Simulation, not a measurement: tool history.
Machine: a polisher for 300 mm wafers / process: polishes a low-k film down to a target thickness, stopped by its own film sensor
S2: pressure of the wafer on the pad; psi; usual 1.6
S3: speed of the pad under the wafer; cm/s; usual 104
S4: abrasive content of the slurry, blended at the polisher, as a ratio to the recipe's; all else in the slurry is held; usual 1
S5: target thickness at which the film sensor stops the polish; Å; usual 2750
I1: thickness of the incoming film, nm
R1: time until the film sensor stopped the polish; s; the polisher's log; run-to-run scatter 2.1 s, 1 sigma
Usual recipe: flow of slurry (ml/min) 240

Run 1, hour 0: usual settings but S2 1.4 psi; I1 329.8. Result: R1 162.8 s.
At hour 40.5: worn pad replaced by a new one.
At hour 59.7: slurry blender recalibrated.
At hour 69.9: slurry nozzle cleaned.
Run 2, hour 98.7: usual settings but S3 94 cm/s; I1 333.3. Result: R1 152.6 s.
At hour 112: conditioning disc replaced and pad reconditioned.
Run 3, hour 306.4: usual settings but S3 94 cm/s; I1 331.1. Result: R1 151.6 s.
Run 4, hour 386.3: usual settings but S3 94 cm/s; I1 329. Result: R1 148 s.
At hour 439.8: slurry blender recalibrated.
At hour 442.9: head pressure recalibrated.
At hour 445.3: worn pad replaced by a new one.
Run 5, hour 458.7: usual settings; I1 326.7. Result: R1 134 s.
Run 6, hour 516.8: usual settings; I1 326.6. Result: R1 129.2 s.
At hour 523.3: conditioning disc replaced and pad reconditioned.
At hour 575.2: slurry nozzle cleaned.
Run 7, hour 621.2: usual settings; I1 331.4. Result: R1 141 s.
Run 8, hour 693.2: usual settings; I1 324.3. Result: R1 126.3 s.
At hour 778.4: worn pad replaced by a new one.
Run 9, hour 783: usual settings; I1 334.9. Result: R1 150.6 s.
At hour 805.3: slurry blender recalibrated.
At hour 846.1: conditioning disc replaced and pad reconditioned.
Run 10, hour 848.2: usual settings but S4 1.2; I1 332. Result: R1 130.7 s.
Run 11, hour 935.2: usual settings but S4 1.2; I1 325. Result: R1 112.6 s.
Run 12, hour 1006.9: usual settings but flow of slurry (ml/min) 300, S5 2930 Å; I1 326.7. Result: R1 83.9 s.
At hour 1031.5: slurry nozzle cleaned.
Run 13, hour 1080.7: usual settings but flow of slurry (ml/min) 180, S3 78 cm/s, S5 2680 Å; I1 332.5. Result: R1 205 s.
At hour 1139.6: worn pad replaced by a new one.
At hour 1146.4: slurry blender recalibrated.
Run 14, hour 1168.8: usual settings; I1 335.9. Result: R1 154.8 s.
At hour 1182.9: head pressure recalibrated.
Run 15, hour 1218.6: usual settings but S2 1.9 psi, S3 68 cm/s, S4 1.2, S5 2580 Å; I1 324.7. Result: R1 165.4 s.
At hour 1242.6: conditioning disc replaced and pad reconditioned.
Run 16, hour 1254.7: usual settings but S5 2930 Å; I1 328.2. Result: R1 88.4 s.
Run 17, hour 1442.6: usual settings but flow of slurry (ml/min) 165, S2 1.8 psi, S3 68 cm/s, S5 2620 Å; I1 331.2. Result: R1 210 s.
Run 18, hour 1497: usual settings but S2 1.9 psi, S3 68 cm/s, S4 1.2, S5 2580 Å; I1 327.9. Result: R1 167.4 s.
At hour 1502.9: worn pad replaced by a new one.
At hour 1514.5: slurry nozzle cleaned.
At hour 1529.5: slurry blender recalibrated.
Run 19, hour 1577.4: usual settings but S3 84 cm/s, S5 2580 Å; I1 330.1. Result: R1 209 s.
At hour 1639.6: conditioning disc replaced and pad reconditioned.
Run 20, hour 1664.2: usual settings but S2 1.8 psi, S4 1.3; I1 325. Result: R1 99.6 s.
Run 21, hour 1744.6: usual settings; I1 329.1. Result: R1 137.7 s.
Run 22, hour 1813.9: usual settings; I1 328.5. Result: R1 135.8 s.
Run 23, hour 1861.7: usual settings but S3 92 cm/s; I1 334.7. Result: R1 168 s.

Alternative continuations, all from the tool just after run 23; predict every row:
Run A, hour 1862.2: usual settings but S2 1.2 psi; I1 332.2. Result: R1 ?.
Run B, hour 1862.2: usual settings but S2 1.3 psi, S3 122 cm/s, S5 2840 Å; I1 332.2. Result: R1 ?.
Run C, hour 1862.2: usual settings but S2 1.4 psi, S3 72 cm/s, S4 1.1, S5 2840 Å; I1 332.2. Result: R1 ?.

run     R1
  A  194.2
  B  137.3
  C  162.8
What these runs would have given with no unlogged condition in the tool:
run     R1
  A  194.2
  B  137.3
  C  162.8
